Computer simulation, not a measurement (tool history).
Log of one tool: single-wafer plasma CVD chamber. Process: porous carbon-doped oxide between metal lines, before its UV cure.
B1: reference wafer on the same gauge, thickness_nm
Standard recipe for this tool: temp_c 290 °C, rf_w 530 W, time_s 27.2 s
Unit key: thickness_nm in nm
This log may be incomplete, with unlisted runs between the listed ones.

run 1 hour=0.0 | temp_c=286 rf_w=530 time_s=27.2 | B1=187.882 | thickness_nm=188.603
run 2 hour=249.2 | temp_c=290 rf_w=530 time_s=29.7 | B1=188.179 | thickness_nm=196.810
-- hour=257.4 thermocouple changed; heater temperature recalibrated
run 3 hour=316.6 | temp_c=290 rf_w=530 time_s=29.7 | B1=188.047 | thickness_nm=198.209
run 4 hour=379.5 | temp_c=290 rf_w=530 time_s=29.7 | B1=187.863 | thickness_nm=196.616
run 5 hour=420.3 | temp_c=290 rf_w=530 time_s=27.2 | B1=187.960 | thickness_nm=182.600
run 6 hour=476.1 | temp_c=290 rf_w=530 time_s=27.2 | B1=188.012 | thickness_nm=179.636
run 7 hour=516.8 | temp_c=290 rf_w=530 time_s=27.2 | B1=188.348 | thickness_nm=181.367
run 8 hour=593.2 | temp_c=290 rf_w=530 time_s=27.2 | B1=187.805 | thickness_nm=180.341
run 9 hour=653.1 | temp_c=290 rf_w=530 time_s=25.7 | B1=187.899 | thickness_nm=170.383
run 10 hour=742.3 | temp_c=290 rf_w=530 time_s=25.7 | B1=187.884 | thickness_nm=168.958
run 11 hour=819.5 | temp_c=290 rf_w=530 time_s=25.7 | B1=187.761 | thickness_nm=169.087
run 12 hour=872.7 | temp_c=290 rf_w=530 time_s=27.2 | B1=188.141 | thickness_nm=178.546
run 13 hour=959.9 | temp_c=290 rf_w=530 time_s=27.2 | B1=188.020 | thickness_nm=177.749
run 14 hour=1026.4 | temp_c=295 rf_w=470 time_s=27.2 | B1=187.733 | thickness_nm=163.445
run 15 hour=1122.2 | temp_c=290 rf_w=530 time_s=29.7 | B1=188.004 | thickness_nm=195.512
run 16 hour=1174.1 | temp_c=280 rf_w=475 time_s=27.2 | B1=187.927 | thickness_nm=177.568
run 17 hour=1214.5 | temp_c=290 rf_w=530 time_s=27.2 | B1=188.097 | thickness_nm=178.972
run 18 hour=1253.5 | temp_c=290 rf_w=590 time_s=30.6 | B1=187.943 | thickness_nm=211.073
run 19 hour=1355.1 | temp_c=290 rf_w=530 time_s=32.6 | B1=187.940 | thickness_nm=212.483
-- hour=1413.1 showerhead replaced
run 20 hour=1434.5 | temp_c=290 rf_w=435 time_s=24.7 | B1=188.018 | thickness_nm=146.582
-- hour=1450.4 thermocouple changed; heater temperature recalibrated
run 21 hour=1498.0 | temp_c=290 rf_w=530 time_s=27.2 | B1=188.011 | thickness_nm=176.348
-- hour=1513.7 gauge calibrated
run 22 hour=1555.0 | temp_c=290 rf_w=530 time_s=27.2 | B1=187.811 | thickness_nm=177.039
-- hour=1660.6 RF generator calibrated
run 23 hour=1661.6 | temp_c=295 rf_w=480 time_s=27.2 | B1=187.663 | thickness_nm=168.709
run 24 hour=1711.3 | temp_c=290 rf_w=530 time_s=23.0 | B1=187.854 | thickness_nm=154.201
run 25 hour=1804.9 | temp_c=290 rf_w=530 time_s=27.2 | B1=187.783 | thickness_nm=181.032
run 26 hour=1852.3 | temp_c=290 rf_w=530 time_s=27.2 | B1=187.924 | thickness_nm=182.490
run 27 hour=1928.1 | temp_c=284 rf_w=530 time_s=27.2 | B1=187.676 | thickness_nm=186.626
run 28 hour=2199.9 | temp_c=290 rf_w=530 time_s=27.2 | B1=188.171 | thickness_nm=180.410
run 29 hour=2282.1 | temp_c=290 rf_w=475 time_s=27.2 | B1=188.180 | thickness_nm=169.985
-- hour=2569.8 thermocouple changed; heater temperature recalibrated
run 30 hour=2581.0 | temp_c=290 rf_w=565 time_s=27.2 | B1=188.188 | thickness_nm=184.953
run 31 hour=2687.1 | temp_c=285 rf_w=560 time_s=27.2 | B1=188.199 | thickness_nm=188.167
run 32 hour=2741.0 | temp_c=297 rf_w=625 time_s=27.2 | B1=188.145 | thickness_nm=186.065
run 33 hour=2804.9 | temp_c=290 rf_w=530 time_s=27.2 | B1=188.012 | thickness_nm=180.603

5 ways to go on from here, each from the tool as it stands after run 33. What would each give?
run A hour=2805.3 | temp_c=290 rf_w=530 time_s=27.2 | B1=? | thickness_nm=?
run B hour=2805.3 | temp_c=277 rf_w=465 time_s=22.0 | B1=? | thickness_nm=?
run C hour=2805.3 | temp_c=279 rf_w=500 time_s=22.7 | B1=? | thickness_nm=?
run D hour=2805.3 | temp_c=300 rf_w=530 time_s=27.2 | B1=? | thickness_nm=?
run E hour=2805.3 | temp_c=276 rf_w=470 time_s=30.3 | B1=? | thickness_nm=?

run=A B1=188.015 thickness_nm=179.207
run=B B1=188.015 thickness_nm=147.746
run=C B1=188.015 thickness_nm=155.895
run=D B1=188.015 thickness_nm=169.594
run=E B1=188.015 thickness_nm=203.675
Take away the tool's hidden state, keep each run's random variation, and the runs would have read:
run=A thickness_nm=183.083
run=B thickness_nm=150.992
run=C thickness_nm=159.294
run=D thickness_nm=173.262
run=E thickness_nm=208.150
